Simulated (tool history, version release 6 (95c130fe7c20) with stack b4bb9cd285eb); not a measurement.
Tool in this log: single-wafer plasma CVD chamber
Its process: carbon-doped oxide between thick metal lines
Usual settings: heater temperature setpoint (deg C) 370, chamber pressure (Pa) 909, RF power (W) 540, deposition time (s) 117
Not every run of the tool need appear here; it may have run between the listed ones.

| run | day | heater temperature setpoint (deg C) | chamber pressure (Pa) | RF power (W) | deposition time (s) | read-back reference wafer on the same gauge, thickness_nm | mean film thickness on the monitor wafer (angstrom) |
|---|---|---|---|---|---|---|---|
| 1 | 0.000 | 370 | 909 | 540 | 117 | 504.966 | 5868.56 |
| 2 | 8.221 | 370 | 909 | 540 | 117 | 504.966 | 5838.49 |
|  | 10.371 | gauge calibrated |
| 3 | 13.688 | 370 | 909 | 540 | 117 | 505.120 | 5835.53 |
| 4 | 14.854 | 370 | 909 | 540 | 117 | 504.869 | 5852.87 |
| 5 | 17.012 | 370 | 909 | 540 | 117 | 505.430 | 5837.33 |
| 6 | 19.942 | 370 | 909 | 540 | 117 | 504.888 | 5821.52 |
| 7 | 21.508 | 370 | 909 | 540 | 117 | 505.358 | 5825.47 |
| 8 | 23.133 | 370 | 909 | 540 | 117 | 504.935 | 5808.51 |
| 9 | 31.488 | 378 | 909 | 635 | 96 | 504.742 | 5296.25 |
| 10 | 34.442 | 384 | 909 | 645 | 117 | 505.238 | 6457.61 |
| 11 | 36.488 | 370 | 909 | 540 | 117 | 504.799 | 5802.46 |
|  | 37.054 | capacitance manometer re-zeroed and calibrated |
|  | 37.708 | RF generator calibrated |
| 12 | 37.796 | 364 | 909 | 540 | 117 | 504.979 | 5948.04 |
| 13 | 39.962 | 366 | 729 | 540 | 131 | 505.113 | 6516.15 |
| 14 | 41.375 | 370 | 840 | 445 | 101 | 504.958 | 4344.24 |
| 15 | 42.867 | 370 | 909 | 495 | 117 | 505.043 | 5514.14 |
| 16 | 44.833 | 379 | 1085 | 455 | 102 | 505.098 | 4447.43 |
| 17 | 47.396 | 370 | 909 | 540 | 117 | 505.049 | 5866.81 |
| 18 | 48.862 | 377 | 721 | 575 | 94 | 505.084 | 4786.53 |
|  | 50.571 | showerhead replaced |
|  | 51.158 | thermocouple changed; heater temperature recalibrated |
| 19 | 51.200 | 370 | 909 | 540 | 117 | 505.140 | 5925.08 |
| 20 | 52.342 | 370 | 909 | 540 | 117 | 504.955 | 5907.76 |
| 21 | 54.033 | 370 | 1084 | 585 | 117 | 505.241 | 6307.07 |
| 22 | 56.354 | 370 | 909 | 540 | 117 | 505.107 | 5905.70 |
| 23 | 58.108 | 360 | 745 | 595 | 99 | 505.036 | 5360.17 |
| 24 | 64.554 | 370 | 909 | 540 | 117 | 504.959 | 5883.47 |
| 25 | 66.525 | 370 | 909 | 540 | 103 | 505.126 | 5209.78 |
| 26 | 69.329 | 370 | 909 | 540 | 117 | 505.135 | 5892.26 |
| 27 | 71.104 | 370 | 909 | 540 | 117 | 505.239 | 5857.02 |
| 28 | 73.033 | 377 | 909 | 475 | 99 | 505.274 | 4466.36 |

Exercise: give the hidden state of the tool at every run:
true pressure above the setpoint (%): 0 across all the runs
gauge reads high (%): 0 across all the runs
H1: wafer temperature above the value expected at the setpoint (K)
H2: delivered RF power above the setpoint (%)
| run | H1 | H2 |
|---|---|---|
| 1 | 1.63 | -1.17 |
| 2 | 2.16 | -1.3 |
| 3 | 2.52 | -1.39 |
| 4 | 2.59 | -1.41 |
| 5 | 2.73 | -1.44 |
| 6 | 2.92 | -1.49 |
| 7 | 3.02 | -1.52 |
| 8 | 3.13 | -1.54 |
| 9 | 3.67 | -1.68 |
| 10 | 3.86 | -1.72 |
| 11 | 3.99 | -1.76 |
| 12 | 4.07 | -0.224 |
| 13 | 4.21 | -0.259 |
| 14 | 4.31 | -0.281 |
| 15 | 4.4 | -0.305 |
| 16 | 4.53 | -0.337 |
| 17 | 4.7 | -0.378 |
| 18 | 4.79 | -0.402 |
| 19 | -0.00644 | -0.439 |
| 20 | 0.0674 | -0.457 |
| 21 | 0.177 | -0.485 |
| 22 | 0.327 | -0.522 |
| 23 | 0.44 | -0.55 |
| 24 | 0.857 | -0.653 |
| 25 | 0.984 | -0.685 |
| 26 | 1.17 | -0.73 |
| 27 | 1.28 | -0.759 |
| 28 | 1.4 | -0.79 |
